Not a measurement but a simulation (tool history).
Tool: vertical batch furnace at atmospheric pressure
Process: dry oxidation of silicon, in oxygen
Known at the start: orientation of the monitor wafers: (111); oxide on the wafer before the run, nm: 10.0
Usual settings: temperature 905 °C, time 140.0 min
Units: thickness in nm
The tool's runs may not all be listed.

run,hour,temperature,time,wafers since the last listed run,hours since the last temperature calibration,hours since the boat lift was adjusted,hours since the gauge calibration,"read-back reference wafer on the same gauge, thickness",thickness
1,0.0,914,140.0,0,2362.3,1234.2,584.3,58.94,63.20
2,34.6,905,94.5,242,2396.9,1268.8,618.9,58.97,45.19
3,212.4,905,94.5,1246,2574.7,1446.6,796.7,59.04,45.63
4,243.9,905,122.0,220,2606.2,1478.1,828.2,59.03,53.46
5,283.4,905,122.0,276,2645.7,1517.6,867.7,58.96,53.56
6,341.8,905,122.0,409,2704.1,1576.0,926.1,59.01,53.47
7,403.1,905,140.0,429,2765.4,1637.3,987.4,58.91,58.39
8,455.8,905,140.0,369,2818.1,1690.0,1040.1,59.08,58.79
9,495.6,905,140.0,278,2857.9,1729.8,1079.9,59.07,58.93
10,557.4,905,140.0,433,2919.7,1791.6,1141.7,58.97,58.97
11,626.0,905,140.0,480,2988.3,1860.2,1210.3,59.00,58.66
12,678.8,905,140.0,370,3041.1,1913.0,1263.1,59.05,58.53
13,746.8,882,140.0,476,3109.1,1981.0,1331.1,59.02,47.21
14,804.2,914,178.0,402,3166.5,2038.4,1388.5,58.92,74.65
15,832.1,921,140.0,195,3194.4,2066.3,1416.4,59.10,68.38
16,903.3,912,140.0,499,3265.6,2137.5,1487.6,58.99,63.38
17,972.5,896,100.0,484,3334.8,2206.7,1556.8,58.99,44.12
# hour 1041.9: thermocouples replaced and temperature profile calibrated
18,1042.4,905,140.0,321,0.5,2276.6,1626.7,58.96,57.60
19,1048.0,905,167.5,39,6.1,2282.2,1632.3,58.93,64.63
20,1077.5,881,98.5,206,35.6,2311.7,1661.8,59.01,37.40
# hour 1107.7: gauge calibrated
# hour 1131.1: boat lift adjusted
21,1246.8,905,140.0,1018,204.9,115.7,139.1,58.91,57.56
22,1272.4,883,116.0,179,230.5,141.3,164.7,58.95,41.82
23,1328.0,888,110.0,389,286.1,196.9,220.3,58.96,42.18
24,1366.7,905,140.0,271,324.8,235.6,259.0,59.04,57.41
25,1431.4,905,78.0,453,389.5,300.3,323.7,59.09,39.99

4 ways to go on from here, each from the tool as it stands after run 25. What would each give?
A,1437.1,905,140.0,39,395.2,306.0,329.4,?,?
B,1437.1,913,98.5,39,395.2,306.0,329.4,?,?
C,1437.1,922,174.0,39,395.2,306.0,329.4,?,?
D,1437.1,887,140.0,39,395.2,306.0,329.4,?,?

run,"read-back reference wafer on the same gauge, thickness",thickness
A,59.06,57.70
B,59.06,49.70
C,59.06,77.66
D,59.06,48.87
Without the tool's hidden state the same runs would have given:
run,thickness
A,57.25
B,49.32
C,77.08
D,48.49

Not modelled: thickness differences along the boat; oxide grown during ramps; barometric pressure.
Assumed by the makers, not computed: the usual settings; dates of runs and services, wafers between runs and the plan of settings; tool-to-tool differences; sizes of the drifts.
